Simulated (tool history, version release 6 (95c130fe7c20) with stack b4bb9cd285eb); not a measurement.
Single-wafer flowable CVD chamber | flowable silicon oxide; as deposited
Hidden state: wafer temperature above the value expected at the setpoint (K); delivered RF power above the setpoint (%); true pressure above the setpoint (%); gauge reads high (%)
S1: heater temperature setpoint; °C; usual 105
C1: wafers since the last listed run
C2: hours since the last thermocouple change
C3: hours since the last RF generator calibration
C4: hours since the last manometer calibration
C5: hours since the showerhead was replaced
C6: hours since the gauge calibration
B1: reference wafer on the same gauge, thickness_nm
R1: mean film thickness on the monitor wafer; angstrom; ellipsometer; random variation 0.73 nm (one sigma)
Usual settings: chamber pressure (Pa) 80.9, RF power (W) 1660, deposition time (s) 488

{"run": 1, "hour": 0.0, "S1": 105, "chamber pressure (Pa)": 80.9, "RF power (W)": 1660, "deposition time (s)": 488, "C1": 0, "C2": 1074.7, "C3": 1269.9, "C4": 794.0, "C5": 2091.8, "C6": 1073.4, "B1": 157.68, "R1": 1669.11}
{"hour": 8.5, "done": "gauge calibrated"}
{"run": 2, "hour": 85.0, "S1": 105, "chamber pressure (Pa)": 80.9, "RF power (W)": 1660, "deposition time (s)": 488, "C1": 351, "C2": 1159.7, "C3": 1354.9, "C4": 879.0, "C5": 2176.8, "C6": 76.5, "B1": 158.082, "R1": 1654.35}
{"run": 3, "hour": 178.1, "S1": 105, "chamber pressure (Pa)": 88.5, "RF power (W)": 1660, "deposition time (s)": 488, "C1": 385, "C2": 1252.8, "C3": 1448.0, "C4": 972.1, "C5": 2269.9, "C6": 169.6, "B1": 158.017, "R1": 1814.62}
{"run": 4, "hour": 250.5, "S1": 105, "chamber pressure (Pa)": 88.5, "RF power (W)": 1660, "deposition time (s)": 488, "C1": 299, "C2": 1325.2, "C3": 1520.4, "C4": 1044.5, "C5": 2342.3, "C6": 242.0, "B1": 158.095, "R1": 1797.41}
{"run": 5, "hour": 286.8, "S1": 105, "chamber pressure (Pa)": 88.5, "RF power (W)": 1660, "deposition time (s)": 488, "C1": 150, "C2": 1361.5, "C3": 1556.7, "C4": 1080.8, "C5": 2378.6, "C6": 278.3, "B1": 158.113, "R1": 1796.93}
{"run": 6, "hour": 379.4, "S1": 105, "chamber pressure (Pa)": 80.9, "RF power (W)": 1660, "deposition time (s)": 488, "C1": 383, "C2": 1454.1, "C3": 1649.3, "C4": 1173.4, "C5": 2471.2, "C6": 370.9, "B1": 157.805, "R1": 1626.77}
{"run": 7, "hour": 425.3, "S1": 105, "chamber pressure (Pa)": 80.9, "RF power (W)": 1660, "deposition time (s)": 488, "C1": 189, "C2": 1500.0, "C3": 1695.2, "C4": 1219.3, "C5": 2517.1, "C6": 416.8, "B1": 158.043, "R1": 1654.43}
{"run": 8, "hour": 489.4, "S1": 105, "chamber pressure (Pa)": 80.9, "RF power (W)": 1660, "deposition time (s)": 488, "C1": 265, "C2": 1564.1, "C3": 1759.3, "C4": 1283.4, "C5": 2581.2, "C6": 480.9, "B1": 158.048, "R1": 1640.43}
{"run": 9, "hour": 563.9, "S1": 105, "chamber pressure (Pa)": 80.9, "RF power (W)": 1660, "deposition time (s)": 488, "C1": 308, "C2": 1638.6, "C3": 1833.8, "C4": 1357.9, "C5": 2655.7, "C6": 555.4, "B1": 158.167, "R1": 1629.08}
{"run": 10, "hour": 622.3, "S1": 105, "chamber pressure (Pa)": 80.9, "RF power (W)": 1850, "deposition time (s)": 488, "C1": 241, "C2": 1697.0, "C3": 1892.2, "C4": 1416.3, "C5": 2714.1, "C6": 613.8, "B1": 158.171, "R1": 1665.23}
{"run": 11, "hour": 700.2, "S1": 105, "chamber pressure (Pa)": 90.1, "RF power (W)": 1660, "deposition time (s)": 488, "C1": 322, "C2": 1774.9, "C3": 1970.1, "C4": 1494.2, "C5": 2792.0, "C6": 691.7, "B1": 157.866, "R1": 1811.58}
{"run": 12, "hour": 757.7, "S1": 105, "chamber pressure (Pa)": 80.9, "RF power (W)": 1660, "deposition time (s)": 488, "C1": 237, "C2": 1832.4, "C3": 2027.6, "C4": 1551.7, "C5": 2849.5, "C6": 749.2, "B1": 158.003, "R1": 1635.31}
{"hour": 766.5, "done": "capacitance manometer re-zeroed and calibrated"}
{"run": 13, "hour": 832.4, "S1": 105, "chamber pressure (Pa)": 80.9, "RF power (W)": 1660, "deposition time (s)": 488, "C1": 276, "C2": 1907.1, "C3": 2102.3, "C4": 65.9, "C5": 2924.2, "C6": 823.9, "B1": 158.194, "R1": 1668.26}
{"run": 14, "hour": 872.0, "S1": 105, "chamber pressure (Pa)": 80.9, "RF power (W)": 1660, "deposition time (s)": 488, "C1": 163, "C2": 1946.7, "C3": 2141.9, "C4": 105.5, "C5": 2963.8, "C6": 863.5, "B1": 157.659, "R1": 1677.84}
{"run": 15, "hour": 964.7, "S1": 105, "chamber pressure (Pa)": 80.9, "RF power (W)": 1660, "deposition time (s)": 488, "C1": 383, "C2": 2039.4, "C3": 2234.6, "C4": 198.2, "C5": 3056.5, "C6": 956.2, "B1": 158.021, "R1": 1671.45}
{"run": 16, "hour": 1041.2, "S1": 110, "chamber pressure (Pa)": 80.9, "RF power (W)": 1905, "deposition time (s)": 488, "C1": 316, "C2": 2115.9, "C3": 2311.1, "C4": 274.7, "C5": 3133.0, "C6": 1032.7, "B1": 158.036, "R1": 1449.79}
{"run": 17, "hour": 1091.2, "S1": 110, "chamber pressure (Pa)": 80.9, "RF power (W)": 1660, "deposition time (s)": 488, "C1": 206, "C2": 2165.9, "C3": 2361.1, "C4": 324.7, "C5": 3183.0, "C6": 1082.7, "B1": 158.061, "R1": 1404.05}
{"run": 18, "hour": 1142.2, "S1": 91, "chamber pressure (Pa)": 87.2, "RF power (W)": 1835, "deposition time (s)": 577, "C1": 211, "C2": 2216.9, "C3": 2412.1, "C4": 375.7, "C5": 3234.0, "C6": 1133.7, "B1": 158.088, "R1": 3538.33}
{"hour": 1152.4, "done": "gauge calibrated"}
{"hour": 1175.5, "done": "showerhead replaced"}
{"run": 19, "hour": 1244.8, "S1": 105, "chamber pressure (Pa)": 80.9, "RF power (W)": 1660, "deposition time (s)": 488, "C1": 391, "C2": 2319.5, "C3": 2514.7, "C4": 478.3, "C5": 69.3, "C6": 92.4, "B1": 157.783, "R1": 1678.89}
{"hour": 1281.9, "done": "thermocouple changed; heater temperature recalibrated"}
{"run": 20, "hour": 1290.4, "S1": 99, "chamber pressure (Pa)": 80.9, "RF power (W)": 1660, "deposition time (s)": 579, "C1": 155, "C2": 8.5, "C3": 2560.3, "C4": 523.9, "C5": 114.9, "C6": 138.0, "B1": 158.045, "R1": 2433.55}
{"run": 21, "hour": 1387.9, "S1": 105, "chamber pressure (Pa)": 80.9, "RF power (W)": 1660, "deposition time (s)": 488, "C1": 403, "C2": 106.0, "C3": 2657.8, "C4": 621.4, "C5": 212.4, "C6": 235.5, "B1": 158.247, "R1": 1661.74}
{"run": 22, "hour": 1458.5, "S1": 105, "chamber pressure (Pa)": 80.9, "RF power (W)": 1555, "deposition time (s)": 488, "C1": 292, "C2": 176.6, "C3": 2728.4, "C4": 692.0, "C5": 283.0, "C6": 306.1, "B1": 158.154, "R1": 1639.22}
{"hour": 1477.6, "done": "RF generator calibrated"}
{"run": 23, "hour": 1498.9, "S1": 105, "chamber pressure (Pa)": 80.9, "RF power (W)": 1660, "deposition time (s)": 488, "C1": 134, "C2": 217.0, "C3": 21.3, "C4": 732.4, "C5": 323.4, "C6": 346.5, "B1": 157.784, "R1": 1702.42}
{"run": 24, "hour": 1580.2, "S1": 92, "chamber pressure (Pa)": 80.9, "RF power (W)": 1660, "deposition time (s)": 488, "C1": 336, "C2": 298.3, "C3": 102.6, "C4": 813.7, "C5": 404.7, "C6": 427.8, "B1": 157.897, "R1": 2645.38}
{"run": 25, "hour": 1685.5, "S1": 105, "chamber pressure (Pa)": 80.9, "RF power (W)": 1660, "deposition time (s)": 488, "C1": 435, "C2": 403.6, "C3": 207.9, "C4": 919.0, "C5": 510.0, "C6": 533.1, "B1": 157.819, "R1": 1675.09}
{"run": 26, "hour": 1803.3, "S1": 105, "chamber pressure (Pa)": 80.9, "RF power (W)": 1900, "deposition time (s)": 580, "C1": 487, "C2": 521.4, "C3": 325.7, "C4": 1036.8, "C5": 627.8, "C6": 650.9, "B1": 158.336, "R1": 2040.78}
{"run": 27, "hour": 1857.3, "S1": 97, "chamber pressure (Pa)": 80.9, "RF power (W)": 1925, "deposition time (s)": 456, "C1": 223, "C2": 575.4, "C3": 379.7, "C4": 1090.8, "C5": 681.8, "C6": 704.9, "B1": 157.91, "R1": 2117.15}
{"run": 28, "hour": 1926.7, "S1": 99, "chamber pressure (Pa)": 80.9, "RF power (W)": 1660, "deposition time (s)": 558, "C1": 287, "C2": 644.8, "C3": 449.1, "C4": 1160.2, "C5": 751.2, "C6": 774.3, "B1": 157.595, "R1": 2354.66}

Some steps in R1 between neighbouring runs. How much of each would the tool show without its hidden state too (settings, what came in, random variation), and how much is left for the hidden state, with any gauge scatter that isn't in both results?
Run 12 -> 13: capacitance manometer re-zeroed and calibrated. R1 +32.95 angstrom: hidden state +52.46, all else -19.51.
Run 17 -> 18: S1 110 -> 91, chamber pressure (Pa) 80.9 -> 87.2, RF power (W) 1660 -> 1835, deposition time (s) 488 -> 577. R1 +2134.28 angstrom: hidden state -42.39, all else +2176.67.
Run 18 -> 19: S1 91 -> 105, chamber pressure (Pa) 87.2 -> 80.9, RF power (W) 1835 -> 1660, deposition time (s) 577 -> 488, gauge calibrated, showerhead replaced. R1 -1859.44 angstrom: hidden state +34.40, all else -1893.84.

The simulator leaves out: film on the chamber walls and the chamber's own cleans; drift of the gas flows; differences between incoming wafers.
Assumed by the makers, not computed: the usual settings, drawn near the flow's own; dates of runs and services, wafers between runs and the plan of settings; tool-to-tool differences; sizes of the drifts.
